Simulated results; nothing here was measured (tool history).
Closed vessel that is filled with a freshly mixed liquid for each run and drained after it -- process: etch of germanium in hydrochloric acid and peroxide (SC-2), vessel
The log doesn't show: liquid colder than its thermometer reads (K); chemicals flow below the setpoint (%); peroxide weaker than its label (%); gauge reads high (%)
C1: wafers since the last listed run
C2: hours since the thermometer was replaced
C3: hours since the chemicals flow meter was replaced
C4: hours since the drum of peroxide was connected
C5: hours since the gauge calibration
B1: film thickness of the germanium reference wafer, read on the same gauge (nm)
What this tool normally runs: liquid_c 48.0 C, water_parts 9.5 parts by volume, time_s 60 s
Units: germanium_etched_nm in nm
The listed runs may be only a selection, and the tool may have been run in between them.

{"run": 1, "hour": 0.0, "liquid_c": 48.0, "water_parts": 11.0, "time_s": 60, "C1": 0, "C2": 940.9, "C3": 560.8, "C4": 474.7, "C5": 114.7, "B1": 40.0, "germanium_etched_nm": 143.66}
{"run": 2, "hour": 10.4, "liquid_c": 54.0, "water_parts": 9.5, "time_s": 60, "C1": 652, "C2": 951.3, "C3": 571.2, "C4": 485.1, "C5": 125.1, "B1": 40.03, "germanium_etched_nm": 176.71}
{"run": 3, "hour": 34.2, "liquid_c": 54.0, "water_parts": 9.5, "time_s": 60, "C1": 1492, "C2": 975.1, "C3": 595.0, "C4": 508.9, "C5": 148.9, "B1": 39.99, "germanium_etched_nm": 176.34}
{"run": 4, "hour": 45.2, "liquid_c": 54.0, "water_parts": 9.5, "time_s": 60, "C1": 689, "C2": 986.1, "C3": 606.0, "C4": 519.9, "C5": 159.9, "B1": 40.04, "germanium_etched_nm": 175.89}
{"run": 5, "hour": 53.7, "liquid_c": 41.0, "water_parts": 12.5, "time_s": 60, "C1": 533, "C2": 994.6, "C3": 614.5, "C4": 528.4, "C5": 168.4, "B1": 39.98, "germanium_etched_nm": 113.01}
{"run": 6, "hour": 62.1, "liquid_c": 48.0, "water_parts": 9.5, "time_s": 60, "C1": 526, "C2": 1003.0, "C3": 622.9, "C4": 536.8, "C5": 176.8, "B1": 40.05, "germanium_etched_nm": 145.03}
{"run": 7, "hour": 75.4, "liquid_c": 48.0, "water_parts": 9.5, "time_s": 60, "C1": 834, "C2": 1016.3, "C3": 636.2, "C4": 550.1, "C5": 190.1, "B1": 39.99, "germanium_etched_nm": 145.74}
{"run": 8, "hour": 81.6, "liquid_c": 48.0, "water_parts": 9.5, "time_s": 60, "C1": 388, "C2": 1022.5, "C3": 642.4, "C4": 556.3, "C5": 196.3, "B1": 40.01, "germanium_etched_nm": 145.51}
{"run": 9, "hour": 96.0, "liquid_c": 48.0, "water_parts": 9.5, "time_s": 60, "C1": 902, "C2": 1036.9, "C3": 656.8, "C4": 570.7, "C5": 210.7, "B1": 40.0, "germanium_etched_nm": 145.31}
{"run": 10, "hour": 113.1, "liquid_c": 48.0, "water_parts": 9.5, "time_s": 60, "C1": 1072, "C2": 1054.0, "C3": 673.9, "C4": 587.8, "C5": 227.8, "B1": 40.01, "germanium_etched_nm": 145.03}
{"run": 11, "hour": 120.2, "liquid_c": 48.0, "water_parts": 9.5, "time_s": 60, "C1": 445, "C2": 1061.1, "C3": 681.0, "C4": 594.9, "C5": 234.9, "B1": 39.99, "germanium_etched_nm": 146.28}
{"run": 12, "hour": 134.3, "liquid_c": 48.0, "water_parts": 7.5, "time_s": 60, "C1": 884, "C2": 1075.2, "C3": 695.1, "C4": 609.0, "C5": 249.0, "B1": 40.02, "germanium_etched_nm": 146.93}
{"run": 13, "hour": 141.0, "liquid_c": 48.0, "water_parts": 11.0, "time_s": 85, "C1": 420, "C2": 1081.9, "C3": 701.8, "C4": 615.7, "C5": 255.7, "B1": 40.04, "germanium_etched_nm": 201.82}
{"run": 14, "hour": 151.4, "liquid_c": 51.0, "water_parts": 9.5, "time_s": 30, "C1": 652, "C2": 1092.3, "C3": 712.2, "C4": 626.1, "C5": 266.1, "B1": 39.97, "germanium_etched_nm": 79.56}
{"run": 15, "hour": 165.4, "liquid_c": 48.0, "water_parts": 9.5, "time_s": 60, "C1": 877, "C2": 1106.3, "C3": 726.2, "C4": 640.1, "C5": 280.1, "B1": 39.99, "germanium_etched_nm": 143.86}
{"hour": 169.8, "done": "chemicals flow meter replaced"}
{"run": 16, "hour": 175.8, "liquid_c": 44.0, "water_parts": 9.5, "time_s": 75, "C1": 589, "C2": 1116.7, "C3": 6.0, "C4": 650.5, "C5": 290.5, "B1": 40.0, "germanium_etched_nm": 158.14}
{"run": 17, "hour": 193.6, "liquid_c": 48.0, "water_parts": 6.5, "time_s": 85, "C1": 1116, "C2": 1134.5, "C3": 23.8, "C4": 668.3, "C5": 308.3, "B1": 39.98, "germanium_etched_nm": 209.32}
{"hour": 198.2, "done": "gauge calibrated"}
{"run": 18, "hour": 206.8, "liquid_c": 48.0, "water_parts": 12.0, "time_s": 35, "C1": 827, "C2": 1147.7, "C3": 37.0, "C4": 681.5, "C5": 8.6, "B1": 39.97, "germanium_etched_nm": 82.02}
{"hour": 212.3, "done": "thermometer replaced"}
{"run": 19, "hour": 220.9, "liquid_c": 56.0, "water_parts": 9.5, "time_s": 75, "C1": 821, "C2": 8.6, "C3": 51.1, "C4": 695.6, "C5": 22.7, "B1": 39.99, "germanium_etched_nm": 247.11}
{"hour": 222.9, "done": "new drum of peroxide connected"}
{"run": 20, "hour": 236.1, "liquid_c": 48.0, "water_parts": 9.5, "time_s": 60, "C1": 890, "C2": 23.8, "C3": 66.3, "C4": 13.2, "C5": 37.9, "B1": 40.02, "germanium_etched_nm": 154.15}
{"run": 21, "hour": 250.6, "liquid_c": 45.0, "water_parts": 12.5, "time_s": 95, "C1": 909, "C2": 38.3, "C3": 80.8, "C4": 27.7, "C5": 52.4, "B1": 40.0, "germanium_etched_nm": 215.69}
{"run": 22, "hour": 257.4, "liquid_c": 39.5, "water_parts": 8.0, "time_s": 60, "C1": 426, "C2": 45.1, "C3": 87.6, "C4": 34.5, "C5": 59.2, "B1": 40.01, "germanium_etched_nm": 117.01}
{"run": 23, "hour": 263.5, "liquid_c": 40.5, "water_parts": 14.5, "time_s": 60, "C1": 382, "C2": 51.2, "C3": 93.7, "C4": 40.6, "C5": 65.3, "B1": 40.0, "germanium_etched_nm": 115.05}
{"run": 24, "hour": 278.6, "liquid_c": 57.0, "water_parts": 14.5, "time_s": 30, "C1": 946, "C2": 66.3, "C3": 108.8, "C4": 55.7, "C5": 80.4, "B1": 40.02, "germanium_etched_nm": 95.64}
{"run": 25, "hour": 295.7, "liquid_c": 48.0, "water_parts": 9.5, "time_s": 90, "C1": 1072, "C2": 83.4, "C3": 125.9, "C4": 72.8, "C5": 97.5, "B1": 39.97, "germanium_etched_nm": 229.1}

Describe how what the log doesn't record of the tool's condition differs between the last listed run preceding each entry between runs and the first listed run following it.
Run 15 -> run 16: chemicals flow meter replaced (hour 169.8)
  liquid colder than its thermometer reads (K): 2.22 -> 2.25
  the result without the hidden state subtracted from the measured one, germanium_etched_nm: -10.66 -> -12.23 nm
Run 17 -> run 18: gauge calibrated (hour 198.2)
  liquid colder than its thermometer reads (K): 2.28 -> 2.31
  the result without the hidden state subtracted from the measured one, germanium_etched_nm: -16.18 -> -6.27 nm
Run 18 -> run 19: thermometer replaced (hour 212.3)
  liquid colder than its thermometer reads (K): 2.31 -> 0.256
  the result without the hidden state subtracted from the measured one, germanium_etched_nm: -6.27 -> -1.95 nm
Run 19 -> run 20: new drum of peroxide connected (hour 222.9)
  liquid colder than its thermometer reads (K): 0.256 -> 0.286
  the result without the hidden state subtracted from the measured one, germanium_etched_nm: -1.95 -> -1.44 nm
